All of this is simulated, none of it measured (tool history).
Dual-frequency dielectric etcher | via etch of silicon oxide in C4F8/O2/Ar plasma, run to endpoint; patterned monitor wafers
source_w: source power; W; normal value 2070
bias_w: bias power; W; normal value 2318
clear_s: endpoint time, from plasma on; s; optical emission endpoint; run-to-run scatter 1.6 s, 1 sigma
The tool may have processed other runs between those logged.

| run | hour | source_w | bias_w | wafers since the last listed run | hours since the last wet clean | hours since the last source power generator calibration | hours since the last bias power generator calibration | hours since the last upper electrode change | incoming incoming film thickness, nm | clear_s |
|---|---|---|---|---|---|---|---|---|---|---|
| 1 | 0 | 2070 | 2318 | 0 | 83.7 | 5037.4 | 3238.7 | 4041.3 | 1355.4 | 241.8 |
| 2 | 15.1 | 2070 | 2318 | 56 | 98.8 | 5052.5 | 3253.8 | 4056.4 | 1356.9 | 240.3 |
| 3 | 46.8 | 2070 | 2318 | 119 | 130.5 | 5084.2 | 3285.5 | 4088.1 | 1344.1 | 239.6 |
| 4 | 71.4 | 2460 | 2318 | 92 | 155.1 | 5108.8 | 3310.1 | 4112.7 | 1355.5 | 218.6 |
| 5 | 103.7 | 2460 | 2318 | 121 | 187.4 | 5141.1 | 3342.4 | 4145 | 1347 | 216.5 |
| 6 | 135.9 | 2460 | 2318 | 121 | 219.6 | 5173.3 | 3374.6 | 4177.2 | 1352.1 | 215.4 |
| 7 | 160.8 | 2070 | 2318 | 93 | 244.5 | 5198.2 | 3399.5 | 4202.1 | 1343.2 | 234.9 |
| 8 | 189.9 | 2070 | 2318 | 109 | 273.6 | 5227.3 | 3428.6 | 4231.2 | 1339.8 | 233.9 |
| 9 | 202.7 | 2070 | 2318 | 48 | 286.4 | 5240.1 | 3441.4 | 4244 | 1329.3 | 229.5 |
| 10 | 237.6 | 2070 | 2318 | 131 | 321.3 | 5275 | 3476.3 | 4278.9 | 1351.2 | 235 |
| 11 | 284.9 | 2070 | 2318 | 177 | 368.6 | 5322.3 | 3523.6 | 4326.2 | 1345.4 | 230.6 |
|  | 333.2 | wet clean of the chamber |
| 12 | 351.1 | 1570 | 2582 | 158 | 17.9 | 5388.5 | 3589.8 | 4392.4 | 1335.1 | 268.9 |
|  | 368.6 | bias power generator calibrated |
| 13 | 372.6 | 2070 | 2656 | 65 | 39.4 | 5410 | 4 | 4413.9 | 1350.2 | 226.1 |

What will run 14 give?
| 14 | 391.1 | 1890 | 2485 | 69 | 57.9 | 5428.5 | 22.5 | 4432.4 | 1334.2 | ? |

{"run 14": {"clear_s": 242.6}}
Were there no unlogged condition in the tool, this run, its random variation unchanged, would have produced clear_s 243.6 s.

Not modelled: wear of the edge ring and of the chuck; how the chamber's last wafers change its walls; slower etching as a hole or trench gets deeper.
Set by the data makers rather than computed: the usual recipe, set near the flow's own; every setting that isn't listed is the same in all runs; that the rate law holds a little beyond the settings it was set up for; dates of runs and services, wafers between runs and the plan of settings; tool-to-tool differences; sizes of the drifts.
